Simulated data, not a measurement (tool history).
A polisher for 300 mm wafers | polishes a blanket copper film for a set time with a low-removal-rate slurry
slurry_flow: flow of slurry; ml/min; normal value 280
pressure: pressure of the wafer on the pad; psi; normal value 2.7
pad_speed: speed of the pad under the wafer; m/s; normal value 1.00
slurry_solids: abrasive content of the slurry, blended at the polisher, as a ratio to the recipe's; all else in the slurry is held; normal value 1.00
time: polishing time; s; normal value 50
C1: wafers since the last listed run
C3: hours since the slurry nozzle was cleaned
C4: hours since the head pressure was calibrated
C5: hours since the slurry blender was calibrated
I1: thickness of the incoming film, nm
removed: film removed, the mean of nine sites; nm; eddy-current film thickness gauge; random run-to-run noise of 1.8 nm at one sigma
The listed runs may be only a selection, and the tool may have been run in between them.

{"run": 1, "hour": 0.0, "slurry_flow": 280, "pressure": 2.7, "pad_speed": 1.0, "slurry_solids": 1.0, "time": 50, "C1": 0, "wafers polished on this pad": 347, "C3": 95.3, "C4": 257.1, "C5": 167.8, "I1": 1188.7, "removed": 167.3}
{"run": 2, "hour": 14.2, "slurry_flow": 280, "pressure": 2.7, "pad_speed": 1.0, "slurry_solids": 1.0, "time": 50, "C1": 98, "wafers polished on this pad": 446, "C3": 109.5, "C4": 271.3, "C5": 182.0, "I1": 1187.8, "removed": 167.0}
{"run": 3, "hour": 26.6, "slurry_flow": 280, "pressure": 2.7, "pad_speed": 1.0, "slurry_solids": 1.0, "time": 50, "C1": 85, "wafers polished on this pad": 531, "C3": 121.9, "C4": 283.7, "C5": 194.4, "I1": 1195.1, "removed": 169.5}
{"run": 4, "hour": 40.7, "slurry_flow": 280, "pressure": 2.7, "pad_speed": 1.0, "slurry_solids": 1.0, "time": 50, "C1": 97, "wafers polished on this pad": 629, "C3": 136.0, "C4": 297.8, "C5": 208.5, "I1": 1174.3, "removed": 168.0}
{"run": 5, "hour": 53.8, "slurry_flow": 280, "pressure": 2.7, "pad_speed": 1.0, "slurry_solids": 1.0, "time": 50, "C1": 90, "wafers polished on this pad": 720, "C3": 149.1, "C4": 310.9, "C5": 221.6, "I1": 1187.7, "removed": 173.9}
{"run": 6, "hour": 71.1, "slurry_flow": 340, "pressure": 2.7, "pad_speed": 1.0, "slurry_solids": 1.0, "time": 50, "C1": 119, "wafers polished on this pad": 840, "C3": 166.4, "C4": 328.2, "C5": 238.9, "I1": 1202.0, "removed": 171.8}
{"hour": 77.4, "done": "slurry blender recalibrated"}
{"run": 7, "hour": 85.1, "slurry_flow": 340, "pressure": 2.7, "pad_speed": 1.0, "slurry_solids": 1.0, "time": 50, "C1": 83, "wafers polished on this pad": 923, "C3": 180.4, "C4": 342.2, "C5": 7.7, "I1": 1177.9, "removed": 177.1}
{"hour": 87.0, "done": "slurry nozzle cleaned"}
{"run": 8, "hour": 102.1, "slurry_flow": 280, "pressure": 2.7, "pad_speed": 1.0, "slurry_solids": 0.75, "time": 62, "C1": 110, "wafers polished on this pad": 1034, "C3": 15.1, "C4": 359.2, "C5": 24.7, "I1": 1180.4, "removed": 205.7}
{"run": 9, "hour": 108.8, "slurry_flow": 280, "pressure": 2.7, "pad_speed": 1.0, "slurry_solids": 1.0, "time": 38, "C1": 46, "wafers polished on this pad": 1080, "C3": 21.8, "C4": 365.9, "C5": 31.4, "I1": 1183.8, "removed": 136.6}
{"hour": 122.0, "done": "worn pad replaced by a new one"}
{"run": 10, "hour": 122.5, "slurry_flow": 355, "pressure": 2.7, "pad_speed": 1.1, "slurry_solids": 1.0, "time": 56, "C1": 67, "wafers polished on this pad": 3, "C3": 35.5, "C4": 379.6, "C5": 45.1, "I1": 1210.9, "removed": 226.8}
{"hour": 130.3, "done": "head pressure recalibrated"}
{"run": 11, "hour": 135.6, "slurry_flow": 280, "pressure": 2.2, "pad_speed": 1.0, "slurry_solids": 1.0, "time": 34, "C1": 76, "wafers polished on this pad": 80, "C3": 48.6, "C4": 5.3, "C5": 58.2, "I1": 1180.0, "removed": 88.7}
{"run": 12, "hour": 141.7, "slurry_flow": 280, "pressure": 2.7, "pad_speed": 1.0, "slurry_solids": 1.3, "time": 50, "C1": 42, "wafers polished on this pad": 122, "C3": 54.7, "C4": 11.4, "C5": 64.3, "I1": 1194.0, "removed": 177.1}
{"run": 13, "hour": 154.1, "slurry_flow": 280, "pressure": 2.7, "pad_speed": 1.0, "slurry_solids": 0.75, "time": 62, "C1": 85, "wafers polished on this pad": 208, "C3": 67.1, "C4": 23.8, "C5": 76.7, "I1": 1207.7, "removed": 181.0}
{"run": 14, "hour": 169.5, "slurry_flow": 280, "pressure": 2.7, "pad_speed": 1.0, "slurry_solids": 1.0, "time": 50, "C1": 106, "wafers polished on this pad": 315, "C3": 82.5, "C4": 39.2, "C5": 92.1, "I1": 1184.2, "removed": 157.6}
{"run": 15, "hour": 181.9, "slurry_flow": 280, "pressure": 2.7, "pad_speed": 1.0, "slurry_solids": 1.0, "time": 50, "C1": 85, "wafers polished on this pad": 401, "C3": 94.9, "C4": 51.6, "C5": 104.5, "I1": 1183.0, "removed": 158.2}

Consider 3 possible next runs. They are alternatives, not a sequence: every one starts from the tool as it was left by run 15. What does each give?
{"run": "A", "hour": 182.3, "slurry_flow": 280, "pressure": 2.7, "pad_speed": 1.0, "slurry_solids": 1.0, "time": 50, "C1": 2, "wafers polished on this pad": 404, "C3": 95.3, "C4": 52.0, "C5": 104.9, "I1": 1204.3, "removed": "?"}
{"run": "B", "hour": 182.3, "slurry_flow": 330, "pressure": 2.7, "pad_speed": 1.14, "slurry_solids": 1.0, "time": 37, "C1": 2, "wafers polished on this pad": 404, "C3": 95.3, "C4": 52.0, "C5": 104.9, "I1": 1204.3, "removed": "?"}
{"run": "C", "hour": 182.3, "slurry_flow": 240, "pressure": 2.7, "pad_speed": 1.0, "slurry_solids": 1.0, "time": 50, "C1": 2, "wafers polished on this pad": 404, "C3": 95.3, "C4": 52.0, "C5": 104.9, "I1": 1204.3, "removed": "?"}

run=A removed=159.1
run=B removed=136.5
run=C removed=156.4
Without the tool's unlogged condition, the same runs would have read:
run=A removed=164.6
run=B removed=140.6
run=C removed=162.6

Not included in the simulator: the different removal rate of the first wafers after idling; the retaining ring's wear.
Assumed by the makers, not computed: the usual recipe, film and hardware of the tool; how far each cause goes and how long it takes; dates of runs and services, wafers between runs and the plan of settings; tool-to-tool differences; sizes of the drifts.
